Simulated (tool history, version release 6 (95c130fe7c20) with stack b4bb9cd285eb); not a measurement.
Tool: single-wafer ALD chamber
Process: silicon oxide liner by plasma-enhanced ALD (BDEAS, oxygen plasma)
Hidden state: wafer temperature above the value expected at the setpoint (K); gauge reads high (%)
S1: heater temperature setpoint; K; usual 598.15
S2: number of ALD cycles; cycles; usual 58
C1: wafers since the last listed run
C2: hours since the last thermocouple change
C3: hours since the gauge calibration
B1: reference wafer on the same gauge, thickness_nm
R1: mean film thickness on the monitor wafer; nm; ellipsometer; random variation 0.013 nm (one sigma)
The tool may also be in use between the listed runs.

| run | day | S1 | S2 | C1 | C2 | C3 | B1 | R1 |
|---|---|---|---|---|---|---|---|---|
| 1 | 0.000 | 598.15 | 58 | 0 | 688.5 | 366.7 | 4.637 | 5.197 |
| 2 | 0.383 | 598.15 | 58 | 76 | 697.7 | 375.9 | 4.633 | 5.181 |
| 3 | 0.962 | 604.15 | 55 | 115 | 711.6 | 389.8 | 4.642 | 4.866 |
| 4 | 1.646 | 588.15 | 58 | 136 | 728.0 | 406.2 | 4.641 | 5.280 |
| 5 | 1.992 | 605.15 | 65 | 69 | 736.3 | 414.5 | 4.641 | 5.738 |
| 6 | 2.579 | 598.15 | 58 | 117 | 750.4 | 428.6 | 4.643 | 5.187 |
| 7 | 3.246 | 598.15 | 64 | 133 | 766.4 | 444.6 | 4.647 | 5.734 |
| 8 | 3.817 | 598.15 | 64 | 114 | 780.1 | 458.3 | 4.650 | 5.720 |
| 9 | 4.417 | 598.15 | 58 | 119 | 794.5 | 472.7 | 4.652 | 5.214 |
| 10 | 4.842 | 598.15 | 58 | 84 | 804.7 | 482.9 | 4.652 | 5.190 |
| 11 | 5.475 | 598.15 | 58 | 126 | 819.9 | 498.1 | 4.656 | 5.204 |
| 12 | 6.146 | 602.15 | 50 | 134 | 836.0 | 514.2 | 4.653 | 4.458 |
| 13 | 6.858 | 602.15 | 50 | 142 | 853.1 | 531.3 | 4.663 | 4.460 |
| 14 | 7.488 | 602.15 | 50 | 125 | 868.2 | 546.4 | 4.661 | 4.462 |
| 15 | 8.083 | 591.15 | 50 | 119 | 882.5 | 560.7 | 4.662 | 4.541 |
| 16 | 8.338 | 591.15 | 50 | 50 | 888.6 | 566.8 | 4.663 | 4.547 |
|  | 8.929 | gauge calibrated |
| 17 | 8.958 | 591.15 | 50 | 124 | 903.5 | 0.7 | 4.580 | 4.461 |
| 18 | 9.638 | 592.15 | 51 | 135 | 919.8 | 17.0 | 4.585 | 4.556 |
| 19 | 10.767 | 592.15 | 51 | 225 | 946.9 | 44.1 | 4.586 | 4.548 |
| 20 | 11.254 | 598.15 | 58 | 97 | 958.6 | 55.8 | 4.589 | 5.144 |
| 21 | 11.508 | 607.15 | 58 | 50 | 964.7 | 61.9 | 4.588 | 5.072 |
| 22 | 12.212 | 598.15 | 58 | 140 | 981.6 | 78.8 | 4.588 | 5.135 |
| 23 | 12.612 | 598.15 | 58 | 79 | 991.2 | 88.4 | 4.593 | 5.135 |
| 24 | 13.312 | 598.15 | 58 | 139 | 1008.0 | 105.2 | 4.590 | 5.131 |
| 25 | 13.888 | 598.15 | 58 | 114 | 1021.8 | 119.0 | 4.600 | 5.138 |
| 26 | 14.475 | 613.15 | 52 | 117 | 1035.9 | 133.1 | 4.595 | 4.487 |
|  | 15.383 | thermocouple changed; heater temperature recalibrated |
| 27 | 15.404 | 605.15 | 58 | 119 | 0.5 | 155.4 | 4.601 | 5.085 |
| 28 | 15.688 | 594.15 | 48 | 56 | 7.3 | 162.2 | 4.602 | 4.297 |
| 29 | 16.233 | 598.15 | 68 | 109 | 20.4 | 175.3 | 4.608 | 6.026 |

Forecast run 30:
| 30 | 16.554 | 583.15 | 52 | 64 | 28.1 | 183.0 | ? | ? |

B1: 4.606
R1: 4.724 nm
Without the tool's hidden state the same run would have given R1 4.709 nm.
